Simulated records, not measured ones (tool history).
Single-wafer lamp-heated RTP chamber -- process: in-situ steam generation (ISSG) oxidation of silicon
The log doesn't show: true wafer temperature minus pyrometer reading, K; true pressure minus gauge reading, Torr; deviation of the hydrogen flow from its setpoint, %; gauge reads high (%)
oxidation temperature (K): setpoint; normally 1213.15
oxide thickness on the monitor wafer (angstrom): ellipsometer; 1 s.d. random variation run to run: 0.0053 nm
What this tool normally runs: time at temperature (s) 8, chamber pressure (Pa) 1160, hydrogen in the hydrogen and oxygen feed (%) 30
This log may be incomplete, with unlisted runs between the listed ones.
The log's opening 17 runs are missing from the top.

run	day	oxidation temperature (K)	time at temperature (s)	chamber pressure (Pa)	hydrogen in the hydrogen and oxygen feed (%)	wafers since the last listed run	wafers since the last pyrometer calibration	hours since the pressure gauge was zeroed	hours since the hydrogen flow controller was replaced	hours since the gauge calibration	read-back reference wafer on the same gauge, thickness	oxide thickness on the monitor wafer (angstrom)
18	18.896	1222.15	8	1080	30	508	1939	204.2	75.2	438.9	4.191	36.77
19	19.962	1213.15	8	1160	30	522	2462	229.8	100.8	464.5	4.19	35.86
20	20.542	1213.15	8	1160	30	283	2746	243.7	114.7	478.4	4.19	35.91
# day 20.767: gauge calibrated
21	21.992	1196.15	6	1307	32	710	3457	278.5	149.5	29.4	4.191	31.63
22	22.954	1225.15	8	1053	25	471	3928	301.6	172.6	52.5	4.19	35.36
# day 23.988: pyrometer window cleaned and pyrometer calibrated
23	24.008	1202.15	10	1333	32	353	10	326.9	197.9	77.8	4.188	37.08
24	25.025	1224.15	8	1160	30	498	509	351.3	222.3	102.2	4.191	36.45
25	25.6	1196.15	8	973	32	281	791	365.1	236.1	116	4.191	35.69
26	26.129	1213.15	7	987	30	259	1050	377.8	248.8	128.7	4.19	34.45
27	26.767	1222.15	6	1253	32	312	1362	393.1	264.1	144	4.189	33.06
28	28.15	1213.15	8	1160	30	678	2041	426.3	297.3	177.2	4.191	35.72
29	29.483	1226.15	9	1160	23	653	2694	458.3	329.3	209.2	4.19	35.7
30	29.996	1213.15	8	1160	30	251	2945	470.6	341.6	221.5	4.19	35.96

Below are 5 alternative next runs, each starting from the tool's condition after run 30. Predict each:
A	30.012	1213.15	8	1160	30	8	2954	471	342	221.9	?	?
B	30.012	1231.15	6	1360	32	8	2954	471	342	221.9	?	?
C	30.012	1213.15	10	1347	32	8	2954	471	342	221.9	?	?
D	30.012	1213.15	8	1053	30	8	2954	471	342	221.9	?	?
E	30.012	1197.15	6	973	32	8	2954	471	342	221.9	?	?

run	read-back reference wafer on the same gauge, thickness	oxide thickness on the monitor wafer (angstrom)
A	4.191	35.98
B	4.191	33.09
C	4.191	38.21
D	4.191	36.33
E	4.191	32.95
Without the tool's hidden state the same runs would have given:
run	oxide thickness on the monitor wafer (angstrom)
A	35.59
B	32.74
C	37.75
D	35.94
E	32.68
